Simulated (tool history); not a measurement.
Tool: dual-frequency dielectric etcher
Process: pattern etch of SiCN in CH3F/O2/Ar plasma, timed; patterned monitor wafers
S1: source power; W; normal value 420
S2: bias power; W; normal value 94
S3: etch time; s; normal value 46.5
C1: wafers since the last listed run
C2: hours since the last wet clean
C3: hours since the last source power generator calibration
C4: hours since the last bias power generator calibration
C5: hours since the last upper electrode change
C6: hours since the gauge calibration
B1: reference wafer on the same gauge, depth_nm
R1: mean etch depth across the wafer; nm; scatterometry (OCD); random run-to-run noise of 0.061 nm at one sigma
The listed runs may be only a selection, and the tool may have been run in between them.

run,day,S1,S2,S3,C1,C2,C3,C4,C5,C6,B1,R1
1,0,460,106,46.5,0,267.4,2371,1760.7,2248.3,18.8,18.9,19.32
2,1.317,460,106,46.5,563,299,2402.6,1792.3,2279.9,50.4,18.9,19.29
3,2.246,420,94,46.5,397,321.3,2424.9,1814.6,2302.2,72.7,18.88,18.22
4,3.562,420,94,46.5,563,352.9,2456.5,1846.2,2333.8,104.3,18.9,18.27
5,4.962,420,94,46.5,599,386.5,2490.1,1879.8,2367.4,137.9,18.88,18.27
6,6.408,420,94,46.5,618,421.2,2524.8,1914.5,2402.1,172.6,18.89,18.12
7,7.271,420,94,46.5,369,441.9,2545.5,1935.2,2422.8,193.3,18.91,18.24
8,7.804,420,94,37.5,228,454.7,2558.3,1948,2435.6,206.1,18.9,14.68
# day 8.708: bias power generator calibrated
# day 10.458: wet clean of the chamber
9,10.529,420,94,37.5,666,1.7,2623.7,43.7,2501,271.5,18.91,14.76
# day 11.462: gauge calibrated
# day 12.042: upper electrode replaced
10,12.062,500,111,46.5,228,38.5,2660.5,80.5,0.5,14.4,18.87,20.2
11,12.275,420,94,46.5,90,43.6,2665.6,85.6,5.6,19.5,18.91,18.26
# day 13.275: source power generator calibrated
12,13.438,420,102,46.5,426,71.5,3.9,113.5,33.5,47.4,18.88,18.72
13,14.833,420,78,53.5,597,105,37.4,147,67,80.9,18.91,19.83
14,16.079,420,94,46.5,533,134.9,67.3,176.9,96.9,110.8,18.88,18.21
15,17.108,500,94,46.5,440,159.6,92,201.6,121.6,135.5,18.89,19.09
16,18.067,420,113,41.5,410,182.6,115,224.6,144.6,158.5,18.89,17.21
17,19.404,380,70,40,572,214.7,147.1,256.7,176.7,190.6,18.9,14.01
18,19.925,460,104,37,222,227.2,159.6,269.2,189.2,203.1,18.9,15.31

For each entry between runs, how does the tool's hidden state at the last listed run before it compare with that at the first listed run after it?
In the gap between runs 8 and 9: bias power generator calibrated (day 8.708); wet clean of the chamber (day 10.458)
  the hidden state is the same at both runs
In the gap between runs 9 and 10: gauge calibrated (day 11.462); upper electrode replaced (day 12.042)
  the hidden state is the same at both runs
In the gap between runs 11 and 12: source power generator calibrated (day 13.275)
  the hidden state is the same at both runs
